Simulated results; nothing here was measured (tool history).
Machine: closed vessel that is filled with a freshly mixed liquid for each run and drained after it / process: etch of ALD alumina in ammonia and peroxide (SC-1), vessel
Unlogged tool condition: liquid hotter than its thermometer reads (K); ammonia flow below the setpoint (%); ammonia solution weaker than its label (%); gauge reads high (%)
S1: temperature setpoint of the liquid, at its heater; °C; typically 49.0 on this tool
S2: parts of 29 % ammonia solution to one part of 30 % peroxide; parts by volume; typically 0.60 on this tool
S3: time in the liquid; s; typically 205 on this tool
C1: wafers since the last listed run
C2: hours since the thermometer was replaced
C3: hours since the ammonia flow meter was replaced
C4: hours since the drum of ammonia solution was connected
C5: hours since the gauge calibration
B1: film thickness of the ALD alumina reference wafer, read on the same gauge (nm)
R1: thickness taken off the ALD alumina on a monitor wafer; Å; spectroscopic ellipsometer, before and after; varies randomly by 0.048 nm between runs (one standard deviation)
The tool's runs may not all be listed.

run,hour,S1,S2,S3,C1,C2,C3,C4,C5,B1,R1
1,0.0,49.0,0.60,205,0,2394.9,484.9,114.2,22.7,69.97,79.5
2,59.4,49.0,0.60,205,6744,2454.3,544.3,173.6,82.1,70.01,79.5
3,183.9,49.0,0.60,205,14136,2578.8,668.8,298.1,206.6,70.03,79.4
4,227.0,49.0,0.60,205,4893,2621.9,711.9,341.2,249.7,69.99,79.6
5,283.5,49.0,0.60,205,6415,2678.4,768.4,397.7,306.2,70.01,79.7
# hour 311.8: ammonia flow meter replaced
6,312.3,49.0,0.60,205,3156,2707.2,0.5,426.5,335.0,70.01,81.0
7,360.8,49.0,0.60,205,5506,2755.7,49.0,475.0,383.5,69.99,81.2
# hour 365.0: gauge calibrated
# hour 366.5: thermometer replaced
8,410.8,49.0,0.60,205,5563,44.3,99.0,525.0,45.8,70.01,73.2
9,477.1,45.5,0.85,145,7528,110.6,165.3,591.3,112.1,69.99,44.0
# hour 520.7: new drum of ammonia solution connected
10,542.0,55.0,0.80,310,7255,175.5,230.2,21.3,177.0,70.01,159.4
11,588.3,49.0,0.80,100,5257,221.8,276.5,67.6,223.3,69.99,36.8
12,628.4,49.0,0.60,205,4553,261.9,316.6,107.7,263.4,70.01,74.0
13,664.5,39.0,0.35,205,4099,298.0,352.7,143.8,299.5,70.00,39.5
14,697.6,49.0,0.60,205,3758,331.1,385.8,176.9,332.6,70.01,73.4
15,766.9,49.0,0.40,205,7868,400.4,455.1,246.2,401.9,69.99,71.2
# hour 771.5: gauge calibrated
16,816.4,53.5,0.60,205,5620,449.9,504.6,295.7,44.9,70.02,94.5
17,852.5,39.5,0.40,310,4099,486.0,540.7,331.8,81.0,70.01,62.7

Here are 3 independent what-if runs from the current tool condition. What would each one return?
A,853.2,58.5,0.60,205,79,486.7,541.4,332.5,81.7,?,?
B,853.2,57.0,0.45,205,79,486.7,541.4,332.5,81.7,?,?
C,853.2,40.5,0.70,160,79,486.7,541.4,332.5,81.7,?,?

run,B1,R1
A,69.99,123.3
B,69.99,111.0
C,69.99,36.3
Take away the tool's hidden state, keep each run's random variation, and the runs would have read:
run,R1
A,119.5
B,107.5
C,35.0

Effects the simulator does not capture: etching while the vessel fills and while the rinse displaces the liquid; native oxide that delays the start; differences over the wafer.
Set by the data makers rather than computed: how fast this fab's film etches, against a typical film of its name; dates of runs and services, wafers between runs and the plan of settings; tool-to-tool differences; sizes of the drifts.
